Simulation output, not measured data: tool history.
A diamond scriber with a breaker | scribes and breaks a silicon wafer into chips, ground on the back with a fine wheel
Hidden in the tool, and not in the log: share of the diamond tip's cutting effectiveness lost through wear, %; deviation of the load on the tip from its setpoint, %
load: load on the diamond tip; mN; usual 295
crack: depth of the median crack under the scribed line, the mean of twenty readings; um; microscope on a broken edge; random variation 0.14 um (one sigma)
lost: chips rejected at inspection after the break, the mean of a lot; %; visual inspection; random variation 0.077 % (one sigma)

run     day  load  wafers since the last listed run  hours since the diamond tip was replaced  hours since the load on the tip was calibrated  incoming depth of the damage left on the back of the incoming wafer, um  crack   lost
  1   0.000   295                                 0                                     293.6                                           180.1                                                                     2.10  13.14   1.63
  2   1.033   295                                74                                     318.4                                           204.9                                                                     1.84  13.45   1.35
  3   2.400   295                                98                                     351.2                                           237.7                                                                     2.96  13.24   2.23
  4   3.425   327                                73                                     375.8                                           262.3                                                                     2.89  14.78   2.44
  5   4.921   245                               107                                     411.7                                           298.2                                                                     1.84  10.43   8.96
  6   5.662   245                                53                                     429.5                                           316.0                                                                     1.63  10.51   8.23
  7   6.588   245                                66                                     451.7                                           338.2                                                                     1.66  10.55   8.54
  8   7.542   295                                68                                     474.6                                           361.1                                                                     2.32  13.18   1.97
  9   8.496   295                                68                                     497.5                                           384.0                                                                     1.69  13.21   1.60
 10   9.367   258                                62                                     518.4                                           404.9                                                                     2.84  11.09   6.65
 11  10.204   338                                60                                     538.5                                           425.0                                                                     2.93  15.27   2.85
 12  11.550   338                                97                                     570.8                                           457.3                                                                     1.61  15.17   2.61
 13  12.467   295                                66                                     592.8                                           479.3                                                                     2.35  12.88   1.82
 14  13.650   364                                85                                     621.2                                           507.7                                                                     2.53  16.11   4.63
     15.046  -- diamond tip replaced by a new one, of another model than before
 15  15.067   345                                96                                       0.5                                           541.7                                                                     2.92  16.72   6.66
 16  15.983   255                                66                                      22.5                                           563.7                                                                     2.53  10.70   8.42
 17  17.396   250                               101                                      56.4                                           597.6                                                                     1.91  10.17   9.00
 18  18.829   237                               103                                      90.8                                           632.0                                                                     2.26   9.21  16.64
 19  19.938   295                                79                                     117.4                                           658.6                                                                     2.66  13.34   1.78
 20  21.158   359                                88                                     146.7                                           687.9                                                                     2.91  17.36   8.38
     21.388  -- load on the tip recalibrated
 21  21.733   295                                35                                     160.5                                             8.3                                                                     1.51  13.40   1.33
 22  22.233   295                                36                                     172.5                                            20.3                                                                     2.39  13.36   1.84
 23  23.688   333                               104                                     207.4                                            55.2                                                                     1.58  15.71   3.79
 24  24.317   295                                45                                     222.5                                            70.3                                                                     2.33  13.45   1.73
 25  25.242   233                                66                                     244.7                                            92.5                                                                     2.45   8.83  20.73
 26  26.696   272                               104                                     279.6                                           127.4                                                                     2.42  11.75   4.62
 27  28.004   209                                94                                     311.0                                           158.8                                                                     1.80   6.62  42.93

Forecast each of these 3 alternatives for the next run:
  A  28.029   295                                 1                                     311.6                                           159.4                                                                     1.54      ?     ?
  B  28.029   367                                 1                                     311.6                                           159.4                                                                     1.54      ?     ?
  C  28.029   244                                 1                                     311.6                                           159.4                                                                     1.54      ?     ?

run  crack   lost
  A  13.26   1.46
  B  17.69   8.90
  C   9.60  14.73
Without the tool's hidden state the same runs would have given:
run  crack   lost
  A  13.62   1.37
  B  18.18  10.47
  C   9.86  12.87

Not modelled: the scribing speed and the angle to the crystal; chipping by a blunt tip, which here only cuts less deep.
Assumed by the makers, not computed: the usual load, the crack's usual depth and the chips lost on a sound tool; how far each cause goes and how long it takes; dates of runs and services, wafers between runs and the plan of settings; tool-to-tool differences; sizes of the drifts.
